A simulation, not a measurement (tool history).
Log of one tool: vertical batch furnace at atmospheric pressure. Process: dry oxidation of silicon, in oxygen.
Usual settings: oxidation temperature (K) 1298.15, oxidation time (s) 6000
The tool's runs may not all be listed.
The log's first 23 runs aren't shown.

run,hour,oxidation temperature (K),oxidation time (s),wafers since the last listed run,hours since the last temperature calibration,hours since the boat lift was adjusted,hours since the gauge calibration,"read-back reference wafer on the same gauge, thickness",oxide thickness on the monitor wafer (angstrom)
24,1870.5,1298.15,4770,1172,3182.9,4594.4,2314.7,98.26,732.2
# hour 1910.6: boat lift adjusted
25,1977.8,1291.15,8850,931,3290.2,67.2,2422,98.29,1067
# hour 2033.9: thermocouples replaced and temperature profile calibrated
26,2042.8,1285.15,9000,458,8.9,132.2,2487,98.22,1026
27,2090.2,1298.15,8100,529,56.3,179.6,2534.4,98.3,1071.1
# hour 2124.5: gauge calibrated
28,2150.3,1298.15,6000,671,116.4,239.7,25.8,98.25,874.1
29,2189.2,1277.15,3480,434,155.3,278.6,64.7,98.27,501.6
30,2228,1282.15,6000,433,194.1,317.4,103.5,98.3,753.8
31,2296.6,1281.15,7380,766,262.7,386,172.1,98.21,859.3
32,2379,1307.15,4890,921,345.1,468.4,254.5,98.28,825.8
33,2475.3,1298.15,4950,1076,441.4,564.7,350.8,98.33,769.4
34,2536.7,1277.15,3540,686,502.8,626.1,412.2,98.29,506.8
35,2580,1291.15,3780,483,546.1,669.4,455.5,98.28,601.8
36,2661.6,1276.15,4020,912,627.7,751,537.1,98.27,543.5
37,2716.3,1278.15,8550,611,682.4,805.7,591.8,98.27,924.7
38,2810.8,1313.15,4080,1056,776.9,900.2,686.3,98.27,773.3

Forecast each of these 5 alternatives for the next run:
A,2816.4,1298.15,7710,62,782.5,905.8,691.9,?,?
B,2816.4,1306.15,8700,62,782.5,905.8,691.9,?,?
C,2816.4,1313.15,3420,62,782.5,905.8,691.9,?,?
D,2816.4,1319.15,6840,62,782.5,905.8,691.9,?,?
E,2816.4,1298.15,8940,62,782.5,905.8,691.9,?,?

run,"read-back reference wafer on the same gauge, thickness",oxide thickness on the monitor wafer (angstrom)
A,98.36,1034
B,98.36,1200.2
C,98.36,688.7
D,98.36,1139.6
E,98.36,1142.1
Without the tool's hidden state the same runs would have given:
run,oxide thickness on the monitor wafer (angstrom)
A,1036.3
B,1202.8
C,690.2
D,1142
E,1144.6

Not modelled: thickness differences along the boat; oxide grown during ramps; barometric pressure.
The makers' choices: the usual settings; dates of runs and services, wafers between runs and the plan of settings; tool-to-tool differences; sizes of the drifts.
